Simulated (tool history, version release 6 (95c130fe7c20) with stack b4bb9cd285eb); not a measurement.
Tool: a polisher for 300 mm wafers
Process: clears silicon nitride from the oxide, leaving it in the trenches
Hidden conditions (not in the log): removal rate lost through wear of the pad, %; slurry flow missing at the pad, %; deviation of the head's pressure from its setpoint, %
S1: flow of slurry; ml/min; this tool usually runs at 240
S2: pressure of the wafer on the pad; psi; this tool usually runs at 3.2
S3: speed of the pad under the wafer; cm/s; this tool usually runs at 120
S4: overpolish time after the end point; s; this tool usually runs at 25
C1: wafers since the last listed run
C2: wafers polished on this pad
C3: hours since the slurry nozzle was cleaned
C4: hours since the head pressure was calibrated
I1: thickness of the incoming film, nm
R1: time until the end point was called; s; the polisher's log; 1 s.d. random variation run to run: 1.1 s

Run 1, hour 0: usual settings; C1 0; C2 115; C3 175.9; C4 59.2; I1 100.3. Result: R1 66.5 s.
Run 2, hour 15.9: usual settings but S3 96 cm/s, S4 35 s; C1 75; C2 190; C3 191.8; C4 75.1; I1 99.8. Result: R1 79.3 s.
Run 3, hour 47.6: usual settings but S4 18 s; C1 149; C2 340; C3 223.5; C4 106.8; I1 101.2. Result: R1 66.6 s.
Run 4, hour 75.5: usual settings but S4 18 s; C1 131; C2 471; C3 251.4; C4 134.7; I1 98.4. Result: R1 63.2 s.
Run 5, hour 97.7: usual settings but S4 18 s; C1 104; C2 576; C3 273.6; C4 156.9; I1 98.3. Result: R1 64.9 s.
Run 6, hour 128.1: usual settings; C1 143; C2 720; C3 304; C4 187.3; I1 99.6. Result: R1 64.9 s.
Run 7, hour 155.7: usual settings; C1 130; C2 850; C3 331.6; C4 214.9; I1 100.6. Result: R1 66.1 s.
Run 8, hour 176: usual settings; C1 95; C2 946; C3 351.9; C4 235.2; I1 99.5. Result: R1 65.4 s.
Run 9, hour 194.2: usual settings; C1 85; C2 1032; C3 370.1; C4 253.4; I1 99. Result: R1 63.9 s.
Run 10, hour 212.9: usual settings; C1 88; C2 1121; C3 388.8; C4 272.1; I1 100.4. Result: R1 69.1 s.
Run 11, hour 245.6: usual settings; C1 154; C2 1275; C3 421.5; C4 304.8; I1 100.7. Result: R1 68.3 s.
At hour 261.7: worn pad replaced by a new one.
Run 12, hour 274.1: usual settings; C1 115; C2 58; C3 450; C4 333.3; I1 99.5. Result: R1 66.3 s.
At hour 294.3: slurry nozzle cleaned.
Run 13, hour 295.6: usual settings; C1 96; C2 155; C3 1.3; C4 354.8; I1 101. Result: R1 64.6 s.
Run 14, hour 326.6: usual settings but S1 185 ml/min; C1 146; C2 301; C3 32.3; C4 385.8; I1 98. Result: R1 65.8 s.
Run 15, hour 412.4: usual settings; C1 405; C2 707; C3 118.1; C4 471.6; I1 99.6. Result: R1 63.5 s.
Run 16, hour 446.1: usual settings; C1 159; C2 866; C3 151.8; C4 505.3; I1 100.4. Result: R1 63.2 s.
Run 17, hour 480.3: usual settings but S1 260 ml/min, S2 3.8 psi, S3 86 cm/s, S4 30 s; C1 161; C2 1028; C3 186; C4 539.5; I1 100.6. Result: R1 74.7 s.
Run 18, hour 513.9: usual settings but S1 270 ml/min, S2 3.6 psi, S4 34 s; C1 158; C2 1186; C3 219.6; C4 573.1; I1 100.8. Result: R1 55.6 s.
At hour 541.9: worn pad replaced by a new one.
Run 19, hour 543.9: usual settings but S2 2.7 psi; C1 122; C2 9; C3 249.6; C4 603.1; I1 100.2. Result: R1 71 s.
Run 20, hour 571.7: usual settings but S2 2.2 psi, S3 142 cm/s, S4 36 s; C1 131; C2 140; C3 277.4; C4 630.9; I1 100.6. Result: R1 70.8 s.
Run 21, hour 651.4: usual settings but S1 280 ml/min, S2 2.8 psi; C1 376; C2 517; C3 357.1; C4 710.6; I1 97.8. Result: R1 66.5 s.
Run 22, hour 674.1: usual settings but S1 215 ml/min; C1 107; C2 624; C3 379.8; C4 733.3; I1 100.2. Result: R1 65.1 s.
Run 23, hour 705.3: usual settings; C1 147; C2 772; C3 411; C4 764.5; I1 99.3. Result: R1 60.8 s.
Run 24, hour 734.5: usual settings but S4 18 s; C1 137; C2 910; C3 440.2; C4 793.7; I1 100. Result: R1 63.3 s.
Run 25, hour 766.2: usual settings but S2 3.6 psi, S3 142 cm/s, S4 15 s; C1 149; C2 1059; C3 471.9; C4 825.4; I1 100.5. Result: R1 51.6 s.
At hour 776.7: worn pad replaced by a new one.
At hour 790.9: head pressure recalibrated.
Run 26, hour 792.3: usual settings but S2 2.8 psi; C1 94; C2 64; C3 498; C4 1.4; I1 98.3. Result: R1 77.7 s.
Run 27, hour 858.5: usual settings but S1 320 ml/min, S2 4.2 psi; C1 312; C2 376; C3 564.2; C4 67.6; I1 99.5. Result: R1 56.9 s.
At hour 881.7: slurry nozzle cleaned.
Run 28, hour 888.8: usual settings but S1 215 ml/min, S3 152 cm/s; C1 138; C2 515; C3 7.1; C4 97.9; I1 102. Result: R1 56.5 s.
Run 29, hour 906.8: usual settings but S4 36 s; C1 85; C2 600; C3 25.1; C4 115.9; I1 98.8. Result: R1 66.2 s.
Run 30, hour 920: usual settings; C1 62; C2 662; C3 38.3; C4 129.1; I1 100.5. Result: R1 66.9 s.
Run 31, hour 939: usual settings but S2 2.9 psi, S3 106 cm/s; C1 89; C2 752; C3 57.3; C4 148.1; I1 101. Result: R1 79.9 s.
Run 32, hour 966.8: usual settings; C1 131; C2 883; C3 85.1; C4 175.9; I1 100. Result: R1 65.7 s.
Run 33, hour 988.3: usual settings but S1 300 ml/min; C1 101; C2 985; C3 106.6; C4 197.4; I1 99.6. Result: R1 63.6 s.
Run 34, hour 1019.7: usual settings; C1 148; C2 1133; C3 138; C4 228.8; I1 101.4. Result: R1 65.2 s.
Run 35, hour 1040.2: usual settings but S1 315 ml/min, S2 3.9 psi, S3 78 cm/s, S4 29 s; C1 96; C2 1230; C3 158.5; C4 249.3; I1 100.7. Result: R1 79.1 s.
Run 36, hour 1071.8: usual settings but S1 285 ml/min; C1 149; C2 1380; C3 190.1; C4 280.9; I1 99.2. Result: R1 63.9 s.
At hour 1077.2: worn pad replaced by a new one.
Run 37, hour 1090.7: usual settings but S2 2.6 psi, S3 156 cm/s, S4 16 s; C1 70; C2 63; C3 209; C4 299.8; I1 99.2. Result: R1 59.7 s.

4 ways to go on from here, each from the tool as it stands after run 37. What would each give?
Run A, hour 1091.2: usual settings but S1 175 ml/min; C1 2; C2 66; C3 209.5; C4 300.3; I1 99. Result: R1 ?.
Run B, hour 1091.2: usual settings but S4 38 s; C1 2; C2 66; C3 209.5; C4 300.3; I1 99. Result: R1 ?.
Run C, hour 1091.2: usual settings but S3 142 cm/s; C1 2; C2 66; C3 209.5; C4 300.3; I1 99. Result: R1 ?.
Run D, hour 1091.2: usual settings but S2 2.4 psi, S4 20 s; C1 2; C2 66; C3 209.5; C4 300.3; I1 99. Result: R1 ?.

run    R1
  A    68
  B  64.6
  C  55.8
  D  79.4
With no hidden state in the tool, these same runs would have given:
run    R1
  A  68.6
  B  65.5
  C  56.5
  D  80.5
